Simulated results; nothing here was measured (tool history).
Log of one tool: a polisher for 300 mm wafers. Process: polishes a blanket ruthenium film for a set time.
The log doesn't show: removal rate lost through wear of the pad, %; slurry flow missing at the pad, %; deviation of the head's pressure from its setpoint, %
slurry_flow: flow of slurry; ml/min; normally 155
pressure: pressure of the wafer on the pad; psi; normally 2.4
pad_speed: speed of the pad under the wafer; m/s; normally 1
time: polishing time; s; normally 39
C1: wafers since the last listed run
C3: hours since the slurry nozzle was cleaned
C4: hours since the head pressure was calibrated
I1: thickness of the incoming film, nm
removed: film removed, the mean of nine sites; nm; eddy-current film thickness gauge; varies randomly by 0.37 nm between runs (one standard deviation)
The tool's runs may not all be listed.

Run 1, hour 0: usual settings but pad_speed 0.82 m/s; C1 0; wafers polished on this pad 223; C3 733.9; C4 349; I1 357.7. Result: removed 39.5 nm.
Run 2, hour 7: usual settings but pad_speed 0.82 m/s; C1 87; wafers polished on this pad 310; C3 740.9; C4 356; I1 365.8. Result: removed 39.2 nm.
Run 3, hour 24.8: usual settings but pressure 2.9 psi; C1 221; wafers polished on this pad 532; C3 758.7; C4 373.8; I1 354.7. Result: removed 50.5 nm.
At hour 31.5: worn pad replaced by a new one.
Run 4, hour 36: usual settings but pressure 2.9 psi; C1 89; wafers polished on this pad 55; C3 769.9; C4 385; I1 361.5. Result: removed 53 nm.
Run 5, hour 48.3: usual settings but pressure 2.9 psi; C1 153; wafers polished on this pad 209; C3 782.2; C4 397.3; I1 360. Result: removed 52.2 nm.
Run 6, hour 56.8: usual settings; C1 105; wafers polished on this pad 314; C3 790.7; C4 405.8; I1 358.6. Result: removed 47.2 nm.
Run 7, hour 69.1: usual settings; C1 153; wafers polished on this pad 468; C3 803; C4 418.1; I1 353.5. Result: removed 45.3 nm.
At hour 71.6: head pressure recalibrated.
At hour 81.3: worn pad replaced by a new one.
Run 8, hour 84: usual settings; C1 110; wafers polished on this pad 33; C3 817.9; C4 12.4; I1 361.1. Result: removed 43 nm.
Run 9, hour 96.7: usual settings but time 30 s; C1 158; wafers polished on this pad 192; C3 830.6; C4 25.1; I1 358.6. Result: removed 31.8 nm.
At hour 105.7: slurry nozzle cleaned.
At hour 112: worn pad replaced by a new one, repeated, since the last time left the tool worse.
Run 10, hour 112.5: usual settings but pad_speed 1.12 m/s; C1 134; wafers polished on this pad 6; C3 6.8; C4 40.9; I1 358.9. Result: removed 52.8 nm.
Run 11, hour 120: usual settings but pad_speed 0.72 m/s; C1 93; wafers polished on this pad 99; C3 14.3; C4 48.4; I1 356.9. Result: removed 34.9 nm.
Run 12, hour 137.6: usual settings but slurry_flow 120 ml/min; C1 219; wafers polished on this pad 319; C3 31.9; C4 66; I1 358.2. Result: removed 43.5 nm.
Run 13, hour 148.4: usual settings but pressure 2.9 psi; C1 134; wafers polished on this pad 453; C3 42.7; C4 76.8; I1 364.1. Result: removed 51.2 nm.
At hour 157.4: worn pad replaced by a new one.
Run 14, hour 157.9: usual settings but pressure 2.9 psi; C1 68; wafers polished on this pad 6; C3 52.2; C4 86.3; I1 362.3. Result: removed 54.2 nm.
Run 15, hour 168.9: usual settings but slurry_flow 115 ml/min, pressure 2.2 psi, pad_speed 1.14 m/s, time 46 s; C1 137; wafers polished on this pad 143; C3 63.2; C4 97.3; I1 360.3. Result: removed 55.7 nm.
Run 16, hour 186.4: usual settings but pressure 3 psi; C1 218; wafers polished on this pad 361; C3 80.7; C4 114.8; I1 355.2. Result: removed 53.5 nm.
Run 17, hour 193.2: usual settings but pressure 2 psi; C1 84; wafers polished on this pad 446; C3 87.5; C4 121.6; I1 357.9. Result: removed 41.2 nm.
At hour 200.6: worn pad replaced by a new one.
Run 18, hour 205.3: usual settings but pressure 2.1 psi, pad_speed 0.9 m/s, time 27 s; C1 100; wafers polished on this pad 58; C3 99.6; C4 133.7; I1 360.6. Result: removed 27.7 nm.
Run 19, hour 220.9: usual settings but pad_speed 0.74 m/s; C1 194; wafers polished on this pad 252; C3 115.2; C4 149.3; I1 363.9. Result: removed 36.1 nm.

Run-by-run hidden state of the tool:
slurry flow missing at the pad, %: 0 on each run
deviation of the head's pressure from its setpoint, %: 0 on each run
H1: removal rate lost through wear of the pad, %
run     H1
  1   2.71
  2   3.58
  3   5.78
  4   1.19
  5   2.71
  6   3.76
  7   5.28
  8   12.2
  9   13.8
 10   1.21
 11   2.14
 12   4.31
 13   5.65
 14  0.285
 15   1.65
 16   3.81
 17   4.65
 18   1.07
 19      3
